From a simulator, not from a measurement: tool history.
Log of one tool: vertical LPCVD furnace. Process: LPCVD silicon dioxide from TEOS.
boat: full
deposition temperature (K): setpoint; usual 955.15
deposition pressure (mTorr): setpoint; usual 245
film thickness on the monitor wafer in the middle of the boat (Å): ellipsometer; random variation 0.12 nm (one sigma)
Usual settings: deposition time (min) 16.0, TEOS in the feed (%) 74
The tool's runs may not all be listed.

run,hour,deposition temperature (K),deposition pressure (mTorr),deposition time (min),TEOS in the feed (%),"read-back reference wafer on the same gauge, thickness",film thickness on the monitor wafer in the middle of the boat (Å)
1,0.0,955.15,245,16.0,74,66.90,887.8
2,12.5,955.15,245,16.0,74,66.89,888.2
3,29.9,955.15,245,16.0,74,66.89,889.1
# hour 39.9: gauge calibrated
4,40.6,955.15,245,16.0,74,66.92,889.2
5,53.1,955.15,245,16.0,74,66.91,886.4
6,67.8,955.15,245,16.0,82,66.89,934.9
7,73.9,951.15,280,16.0,74,66.91,862.0
# hour 98.5: pressure gauge zeroed
8,99.0,951.15,280,16.0,74,66.88,863.9
9,102.7,951.15,280,16.0,74,66.87,861.9
10,114.6,955.15,245,16.0,74,66.94,890.5
11,123.9,955.15,245,16.0,74,66.92,887.7
12,133.0,964.15,245,16.0,74,66.91,1102.1
13,139.5,955.15,245,16.0,74,66.87,888.5
14,149.9,955.15,270,16.0,74,66.88,933.2
15,164.9,963.15,245,11.0,74,66.87,737.7
# hour 195.1: thermocouples replaced and temperature profile calibrated
16,195.6,948.15,225,14.0,89,66.94,626.0
17,199.4,964.15,245,16.0,74,66.91,1003.0
# hour 226.8: TEOS flow controller replaced
18,227.3,955.15,245,16.0,74,66.91,811.3
# hour 229.3: gauge calibrated
19,231.0,962.15,245,16.0,74,66.91,954.8
20,234.7,955.15,245,11.0,74,66.86,555.9
21,238.5,955.15,245,16.0,74,66.90,811.7
22,247.0,950.15,245,16.0,74,66.90,717.1
23,253.8,955.15,245,16.0,74,66.91,811.1
24,263.1,944.15,245,16.0,81,66.90,647.0
25,271.3,955.15,285,12.5,83,66.93,722.5
26,285.5,944.15,220,16.0,59,66.90,524.5
27,295.8,955.15,245,20.5,74,66.92,1038.1

Forecast each of these 4 alternatives for the next run:
A,299.6,955.15,245,16.0,85,?,?
B,299.6,955.15,280,16.0,63,?,?
C,299.6,955.15,290,16.0,74,?,?
D,299.6,966.15,245,14.5,74,?,?

run,"read-back reference wafer on the same gauge, thickness",film thickness on the monitor wafer in the middle of the boat (Å)
A,66.92,870.1
B,66.92,800.8
C,66.92,883.3
D,66.92,956.5
Without the tool's hidden state the same runs would have given:
run,film thickness on the monitor wafer in the middle of the boat (Å)
A,860.8
B,792.3
C,873.9
D,946.5
